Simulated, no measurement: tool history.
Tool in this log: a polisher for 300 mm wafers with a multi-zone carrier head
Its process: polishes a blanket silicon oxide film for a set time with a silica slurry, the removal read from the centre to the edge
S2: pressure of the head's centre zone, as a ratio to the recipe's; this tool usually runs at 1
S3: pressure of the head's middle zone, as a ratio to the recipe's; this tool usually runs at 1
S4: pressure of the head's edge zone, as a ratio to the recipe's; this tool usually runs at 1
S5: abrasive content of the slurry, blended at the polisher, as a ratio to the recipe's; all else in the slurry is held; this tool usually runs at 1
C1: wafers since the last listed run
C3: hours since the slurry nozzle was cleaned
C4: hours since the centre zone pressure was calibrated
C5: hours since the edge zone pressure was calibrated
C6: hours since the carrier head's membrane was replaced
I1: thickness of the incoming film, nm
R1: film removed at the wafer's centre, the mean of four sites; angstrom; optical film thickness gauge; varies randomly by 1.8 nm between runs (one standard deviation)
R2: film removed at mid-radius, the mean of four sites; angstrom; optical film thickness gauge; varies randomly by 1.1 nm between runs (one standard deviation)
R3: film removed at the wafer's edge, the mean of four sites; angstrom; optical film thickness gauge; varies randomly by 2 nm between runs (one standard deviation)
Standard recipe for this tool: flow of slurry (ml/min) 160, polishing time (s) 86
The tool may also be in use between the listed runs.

run 1 hour=0 | flow_of_slurry_(ml/min)=160 S2=1.08 S3=1 S4=1 S5=1 polishing_time_(s)=86 | C1=0 wafers_polished_on_this_pad=1871 C3=9.6 C4=419.8 C5=851.6 C6=1201.6 | I1=1760.1 | R1=1790 R2=1655 R3=1666
run 2 hour=43.7 | flow_of_slurry_(ml/min)=160 S2=1 S3=1 S4=1 S5=1 polishing_time_(s)=86 | C1=501 wafers_polished_on_this_pad=2373 C3=53.3 C4=463.5 C5=895.3 C6=1245.3 | I1=1803 | R1=1671 R2=1668 R3=1676
run 3 hour=92.8 | flow_of_slurry_(ml/min)=160 S2=1 S3=1 S4=1.07 S5=1.2 polishing_time_(s)=86 | C1=563 wafers_polished_on_this_pad=2937 C3=102.4 C4=512.6 C5=944.4 C6=1294.4 | I1=1774.7 | R1=1748 R2=1696 R3=1812
run 4 hour=135.3 | flow_of_slurry_(ml/min)=115 S2=0.89 S3=1 S4=1 S5=1 polishing_time_(s)=107 | C1=488 wafers_polished_on_this_pad=3425 C3=144.9 C4=555.1 C5=986.9 C6=1336.9 | I1=1737.7 | R1=1624 R2=1889 R3=1955
-- hour=227 worn pad replaced by a new one
run 5 hour=268.3 | flow_of_slurry_(ml/min)=160 S2=1.05 S3=1 S4=1 S5=0.9 polishing_time_(s)=66 | C1=1481 wafers_polished_on_this_pad=474 C3=277.9 C4=688.1 C5=1119.9 C6=1469.9 | I1=1772.2 | R1=1228 R2=1185 R3=1203
-- hour=307.6 carrier head's membrane replaced by a new one
run 6 hour=322.2 | flow_of_slurry_(ml/min)=160 S2=1.09 S3=1.09 S4=1 S5=1 polishing_time_(s)=86 | C1=561 wafers_polished_on_this_pad=1036 C3=331.8 C4=742 C5=1173.8 C6=14.6 | I1=1744.8 | R1=1739 R2=1728 R3=1590
run 7 hour=365.1 | flow_of_slurry_(ml/min)=160 S2=1 S3=1 S4=1 S5=1.15 polishing_time_(s)=76 | C1=492 wafers_polished_on_this_pad=1528 C3=374.7 C4=784.9 C5=1216.7 C6=57.5 | I1=1741.1 | R1=1464 R2=1446 R3=1473
run 8 hour=398.3 | flow_of_slurry_(ml/min)=160 S2=1.1 S3=1 S4=1.08 S5=1 polishing_time_(s)=86 | C1=381 wafers_polished_on_this_pad=1910 C3=407.9 C4=818.1 C5=1249.9 C6=90.7 | I1=1758.5 | R1=1738 R2=1567 R3=1667
run 9 hour=439.1 | flow_of_slurry_(ml/min)=160 S2=1 S3=1 S4=1 S5=1 polishing_time_(s)=86 | C1=468 wafers_polished_on_this_pad=2378 C3=448.7 C4=858.9 C5=1290.7 C6=131.5 | I1=1756.4 | R1=1560 R2=1600 R3=1616
run 10 hour=464.6 | flow_of_slurry_(ml/min)=160 S2=1.11 S3=1.04 S4=1 S5=0.9 polishing_time_(s)=109 | C1=292 wafers_polished_on_this_pad=2671 C3=474.2 C4=884.4 C5=1316.2 C6=157 | I1=1770.7 | R1=2187 R2=2008 R3=1952
run 11 hour=526.7 | flow_of_slurry_(ml/min)=125 S2=1 S3=1 S4=1 S5=1 polishing_time_(s)=86 | C1=713 wafers_polished_on_this_pad=3385 C3=536.3 C4=946.5 C5=1378.3 C6=219.1 | I1=1752.8 | R1=1467 R2=1495 R3=1540
run 12 hour=550.7 | flow_of_slurry_(ml/min)=160 S2=1 S3=1 S4=1 S5=1 polishing_time_(s)=86 | C1=275 wafers_polished_on_this_pad=3660 C3=560.3 C4=970.5 C5=1402.3 C6=243.1 | I1=1781 | R1=1547 R2=1567 R3=1648
-- hour=582.9 edge zone pressure recalibrated
-- hour=652.2 worn pad replaced by a new one
-- hour=656.3 slurry nozzle cleaned
run 13 hour=737 | flow_of_slurry_(ml/min)=160 S2=0.9 S3=1.08 S4=1 S5=1 polishing_time_(s)=86 | C1=2059 wafers_polished_on_this_pad=962 C3=80.7 C4=1156.8 C5=154.1 C6=429.4 | I1=1782 | R1=1487 R2=1754 R3=1657
-- hour=750.7 centre zone pressure recalibrated
run 14 hour=768.6 | flow_of_slurry_(ml/min)=120 S2=1 S3=1 S4=1 S5=1 polishing_time_(s)=86 | C1=339 wafers_polished_on_this_pad=1302 C3=112.3 C4=17.9 C5=185.7 C6=461 | I1=1739 | R1=1523 R2=1511 R3=1563
run 15 hour=840.3 | flow_of_slurry_(ml/min)=160 S2=1 S3=1 S4=1 S5=1.2 polishing_time_(s)=98 | C1=823 wafers_polished_on_this_pad=2126 C3=184 C4=89.6 C5=257.4 C6=532.7 | I1=1781.1 | R1=1918 R2=1918 R3=1958

Run 16 comes next. What will it give?
run 16 hour=895.6 | flow_of_slurry_(ml/min)=160 S2=0.93 S3=1 S4=1 S5=1 polishing_time_(s)=86 | C1=635 wafers_polished_on_this_pad=2761 C3=239.3 C4=144.9 C5=312.7 C6=588 | I1=1768.6 | R1=? R2=? R3=?

{"run 16": {"R1": 1492, "R2": 1595, "R3": 1607}}
Without the tool's hidden state the same run would have given R1 1560 angstrom, R2 1659 angstrom, R3 1652 angstrom.
